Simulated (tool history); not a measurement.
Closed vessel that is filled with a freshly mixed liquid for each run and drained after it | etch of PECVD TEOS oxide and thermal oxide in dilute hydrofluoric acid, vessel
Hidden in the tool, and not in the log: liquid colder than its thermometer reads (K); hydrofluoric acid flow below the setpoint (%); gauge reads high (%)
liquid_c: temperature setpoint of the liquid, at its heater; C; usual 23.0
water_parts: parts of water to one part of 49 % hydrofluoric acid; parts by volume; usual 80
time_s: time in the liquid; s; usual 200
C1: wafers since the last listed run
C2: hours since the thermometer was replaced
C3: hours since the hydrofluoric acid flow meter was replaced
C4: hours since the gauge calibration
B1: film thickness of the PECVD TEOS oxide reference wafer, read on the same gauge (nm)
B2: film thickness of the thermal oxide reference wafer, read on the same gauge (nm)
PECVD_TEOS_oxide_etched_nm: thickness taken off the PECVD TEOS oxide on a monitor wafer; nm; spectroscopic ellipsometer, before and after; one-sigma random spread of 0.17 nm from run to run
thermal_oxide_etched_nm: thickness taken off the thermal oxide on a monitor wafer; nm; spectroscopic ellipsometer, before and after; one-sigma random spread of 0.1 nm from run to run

run 1 hour=0.0 | liquid_c=23.0 water_parts=105 time_s=200 | C1=0 C2=197.0 C3=1613.1 C4=270.5 | B1=40.00 B2=70.04 | PECVD_TEOS_oxide_etched_nm=38.68 thermal_oxide_etched_nm=8.49
run 2 hour=194.3 | liquid_c=23.0 water_parts=60 time_s=200 | C1=11620 C2=391.3 C3=1807.4 C4=464.8 | B1=40.02 B2=70.05 | PECVD_TEOS_oxide_etched_nm=70.90 thermal_oxide_etched_nm=15.85
run 3 hour=224.1 | liquid_c=23.0 water_parts=60 time_s=200 | C1=1782 C2=421.1 C3=1837.2 C4=494.6 | B1=39.94 B2=69.99 | PECVD_TEOS_oxide_etched_nm=70.89 thermal_oxide_etched_nm=15.84
run 4 hour=254.4 | liquid_c=23.0 water_parts=80 time_s=200 | C1=1812 C2=451.4 C3=1867.5 C4=524.9 | B1=39.98 B2=70.05 | PECVD_TEOS_oxide_etched_nm=51.68 thermal_oxide_etched_nm=11.25
run 5 hour=318.8 | liquid_c=23.0 water_parts=80 time_s=200 | C1=3851 C2=515.8 C3=1931.9 C4=589.3 | B1=39.97 B2=70.00 | PECVD_TEOS_oxide_etched_nm=51.85 thermal_oxide_etched_nm=11.41
run 6 hour=369.6 | liquid_c=19.5 water_parts=60 time_s=200 | C1=3038 C2=566.6 C3=1982.7 C4=640.1 | B1=40.00 B2=70.00 | PECVD_TEOS_oxide_etched_nm=60.95 thermal_oxide_etched_nm=13.36
-- hour=378.5 hydrofluoric acid flow meter replaced
run 7 hour=414.5 | liquid_c=19.5 water_parts=60 time_s=200 | C1=2625 C2=611.5 C3=36.0 C4=685.0 | B1=40.02 B2=70.03 | PECVD_TEOS_oxide_etched_nm=60.66 thermal_oxide_etched_nm=13.30
-- hour=427.7 gauge calibrated
run 8 hour=444.3 | liquid_c=23.0 water_parts=80 time_s=160 | C1=1782 C2=641.3 C3=65.8 C4=16.6 | B1=40.01 B2=69.96 | PECVD_TEOS_oxide_etched_nm=41.07 thermal_oxide_etched_nm=9.01
-- hour=460.1 thermometer replaced
run 9 hour=480.3 | liquid_c=23.0 water_parts=80 time_s=160 | C1=2093 C2=20.2 C3=101.8 C4=52.6 | B1=39.99 B2=70.03 | PECVD_TEOS_oxide_etched_nm=42.24 thermal_oxide_etched_nm=9.28
run 10 hour=538.3 | liquid_c=23.0 water_parts=80 time_s=200 | C1=3468 C2=78.2 C3=159.8 C4=110.6 | B1=40.00 B2=69.97 | PECVD_TEOS_oxide_etched_nm=52.62 thermal_oxide_etched_nm=11.68
run 11 hour=585.8 | liquid_c=23.0 water_parts=55 time_s=95 | C1=2840 C2=125.7 C3=207.3 C4=158.1 | B1=40.00 B2=70.03 | PECVD_TEOS_oxide_etched_nm=37.56 thermal_oxide_etched_nm=8.14
run 12 hour=638.2 | liquid_c=18.5 water_parts=115 time_s=305 | C1=3133 C2=178.1 C3=259.7 C4=210.5 | B1=39.99 B2=70.00 | PECVD_TEOS_oxide_etched_nm=44.54 thermal_oxide_etched_nm=9.84
run 13 hour=694.6 | liquid_c=23.0 water_parts=80 time_s=270 | C1=3373 C2=234.5 C3=316.1 C4=266.9 | B1=39.95 B2=69.98 | PECVD_TEOS_oxide_etched_nm=70.60 thermal_oxide_etched_nm=15.60
run 14 hour=725.0 | liquid_c=19.0 water_parts=105 time_s=250 | C1=1818 C2=264.9 C3=346.5 C4=297.3 | B1=40.00 B2=70.00 | PECVD_TEOS_oxide_etched_nm=41.08 thermal_oxide_etched_nm=9.04
run 15 hour=771.1 | liquid_c=23.0 water_parts=80 time_s=280 | C1=2757 C2=311.0 C3=392.6 C4=343.4 | B1=40.02 B2=69.98 | PECVD_TEOS_oxide_etched_nm=73.08 thermal_oxide_etched_nm=16.20
run 16 hour=820.6 | liquid_c=21.5 water_parts=50 time_s=200 | C1=2960 C2=360.5 C3=442.1 C4=392.9 | B1=40.03 B2=69.99 | PECVD_TEOS_oxide_etched_nm=80.91 thermal_oxide_etched_nm=17.95
run 17 hour=871.9 | liquid_c=23.0 water_parts=45 time_s=255 | C1=3068 C2=411.8 C3=493.4 C4=444.2 | B1=39.98 B2=69.93 | PECVD_TEOS_oxide_etched_nm=123.31 thermal_oxide_etched_nm=27.00
run 18 hour=913.1 | liquid_c=18.5 water_parts=115 time_s=305 | C1=2464 C2=453.0 C3=534.6 C4=485.4 | B1=40.02 B2=70.01 | PECVD_TEOS_oxide_etched_nm=43.84 thermal_oxide_etched_nm=9.78
run 19 hour=954.4 | liquid_c=23.0 water_parts=80 time_s=200 | C1=2470 C2=494.3 C3=575.9 C4=526.7 | B1=40.01 B2=69.97 | PECVD_TEOS_oxide_etched_nm=51.59 thermal_oxide_etched_nm=11.32
run 20 hour=996.2 | liquid_c=21.5 water_parts=50 time_s=200 | C1=2500 C2=536.1 C3=617.7 C4=568.5 | B1=39.99 B2=69.98 | PECVD_TEOS_oxide_etched_nm=80.58 thermal_oxide_etched_nm=17.53
run 21 hour=1036.4 | liquid_c=27.5 water_parts=50 time_s=200 | C1=2404 C2=576.3 C3=657.9 C4=608.7 | B1=39.99 B2=70.01 | PECVD_TEOS_oxide_etched_nm=103.27 thermal_oxide_etched_nm=22.93

Forecast each of these 5 alternatives for the next run:
run A hour=1037.1 | liquid_c=23.0 water_parts=80 time_s=200 | C1=41 C2=577.0 C3=658.6 C4=609.4 | B1=? B2=? | PECVD_TEOS_oxide_etched_nm=? thermal_oxide_etched_nm=?
run B hour=1037.1 | liquid_c=27.0 water_parts=110 time_s=300 | C1=41 C2=577.0 C3=658.6 C4=609.4 | B1=? B2=? | PECVD_TEOS_oxide_etched_nm=? thermal_oxide_etched_nm=?
run C hour=1037.1 | liquid_c=23.0 water_parts=120 time_s=270 | C1=41 C2=577.0 C3=658.6 C4=609.4 | B1=? B2=? | PECVD_TEOS_oxide_etched_nm=? thermal_oxide_etched_nm=?
run D hour=1037.1 | liquid_c=21.0 water_parts=80 time_s=90 | C1=41 C2=577.0 C3=658.6 C4=609.4 | B1=? B2=? | PECVD_TEOS_oxide_etched_nm=? thermal_oxide_etched_nm=?
run E hour=1037.1 | liquid_c=23.0 water_parts=80 time_s=90 | C1=41 C2=577.0 C3=658.6 C4=609.4 | B1=? B2=? | PECVD_TEOS_oxide_etched_nm=? thermal_oxide_etched_nm=?

run=A B1=39.98 B2=70.03 PECVD_TEOS_oxide_etched_nm=51.68 thermal_oxide_etched_nm=11.39
run=B B1=39.98 B2=70.03 PECVD_TEOS_oxide_etched_nm=63.61 thermal_oxide_etched_nm=14.02
run=C B1=39.98 B2=70.03 PECVD_TEOS_oxide_etched_nm=44.36 thermal_oxide_etched_nm=9.77
run=D B1=39.98 B2=70.03 PECVD_TEOS_oxide_etched_nm=21.42 thermal_oxide_etched_nm=4.72
run=E B1=39.98 B2=70.03 PECVD_TEOS_oxide_etched_nm=23.25 thermal_oxide_etched_nm=5.12
The same runs, with their run-to-run variation unchanged, on a tool lacking any hidden condition would have given:
run=A PECVD_TEOS_oxide_etched_nm=52.74 thermal_oxide_etched_nm=11.62
run=B PECVD_TEOS_oxide_etched_nm=64.84 thermal_oxide_etched_nm=14.29
run=C PECVD_TEOS_oxide_etched_nm=45.24 thermal_oxide_etched_nm=9.97
run=D PECVD_TEOS_oxide_etched_nm=21.87 thermal_oxide_etched_nm=4.82
run=E PECVD_TEOS_oxide_etched_nm=23.73 thermal_oxide_etched_nm=5.23
